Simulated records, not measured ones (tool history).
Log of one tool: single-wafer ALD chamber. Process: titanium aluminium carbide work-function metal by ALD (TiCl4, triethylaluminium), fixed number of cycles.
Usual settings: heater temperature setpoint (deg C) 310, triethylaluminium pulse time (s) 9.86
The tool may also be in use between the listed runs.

run	hour	heater temperature setpoint (deg C)	triethylaluminium pulse time (s)	wafers since the last listed run	hours since the last thermocouple change	hours since the last triethylaluminium bottle change	hours since the showerhead was replaced	hours since the gauge calibration	read-back reference wafer on the same gauge, thickness_nm	mean film thickness on the monitor wafer (nm)
1	0.0	310	9.86	0	2857.3	1361.2	2683.4	54.3	2.460	2.086
2	6.6	310	9.86	61	2863.9	1367.8	2690.0	60.9	2.460	2.085
3	55.8	310	9.86	459	2913.1	1417.0	2739.2	110.1	2.460	2.076
4	63.2	310	9.86	69	2920.5	1424.4	2746.6	117.5	2.459	2.089
5	80.3	310	9.86	159	2937.6	1441.5	2763.7	134.6	2.459	2.084
6	105.9	310	9.86	239	2963.2	1467.1	2789.3	160.2	2.461	2.079
7	113.9	310	9.86	74	2971.2	1475.1	2797.3	168.2	2.461	2.079
8	122.7	310	8.34	82	2980.0	1483.9	2806.1	177.0	2.459	2.030
# hour 127.3: gauge calibrated
9	132.0	310	8.34	86	2989.3	1493.2	2815.4	4.7	2.461	2.031
# hour 159.3: triethylaluminium bottle replaced
10	163.2	310	9.86	216	3020.5	3.9	2846.6	35.9	2.461	2.161
# hour 172.4: thermocouple changed; heater temperature recalibrated
11	178.6	310	9.86	69	6.2	19.3	2862.0	51.3	2.459	2.152
12	186.2	310	9.86	70	13.8	26.9	2869.6	58.9	2.459	2.155
13	193.7	298	9.86	70	21.3	34.4	2877.1	66.4	2.460	2.052
14	200.1	321	6.29	59	27.7	40.8	2883.5	72.8	2.459	2.185
# hour 211.1: showerhead replaced
15	211.6	298	11.77	32	39.2	52.3	0.5	84.3	2.461	2.062
16	216.4	323	9.86	44	44.0	57.1	5.3	89.1	2.460	2.288
17	228.5	310	12.51	112	56.1	69.2	17.4	101.2	2.461	2.195
18	240.9	310	9.86	115	68.5	81.6	29.8	113.6	2.459	2.157
19	247.8	298	10.87	64	75.4	88.5	36.7	120.5	2.460	2.067
20	254.0	315	11.31	57	81.6	94.7	42.9	126.7	2.459	2.229
21	290.1	303	10.98	337	117.7	130.8	79.0	162.8	2.459	2.115
# hour 290.9: gauge calibrated
22	298.5	310	9.86	78	126.1	139.2	87.4	7.6	2.460	2.155
23	310.6	300	8.27	112	138.2	151.3	99.5	19.7	2.461	2.025
24	318.9	304	11.82	77	146.5	159.6	107.8	28.0	2.460	2.132

3 ways to go on from here, each from the tool as it stands after run 24. What would each give?
A	319.3	310	12.06	3	146.9	160.0	108.2	28.4	?	?
B	319.3	323	12.09	3	146.9	160.0	108.2	28.4	?	?
C	319.3	302	9.86	3	146.9	160.0	108.2	28.4	?	?

run	read-back reference wafer on the same gauge, thickness_nm	mean film thickness on the monitor wafer (nm)
A	2.459	2.185
B	2.459	2.315
C	2.459	2.075
Without the tool's hidden state the same runs would have given:
run	mean film thickness on the monitor wafer (nm)
A	2.191
B	2.323
C	2.084
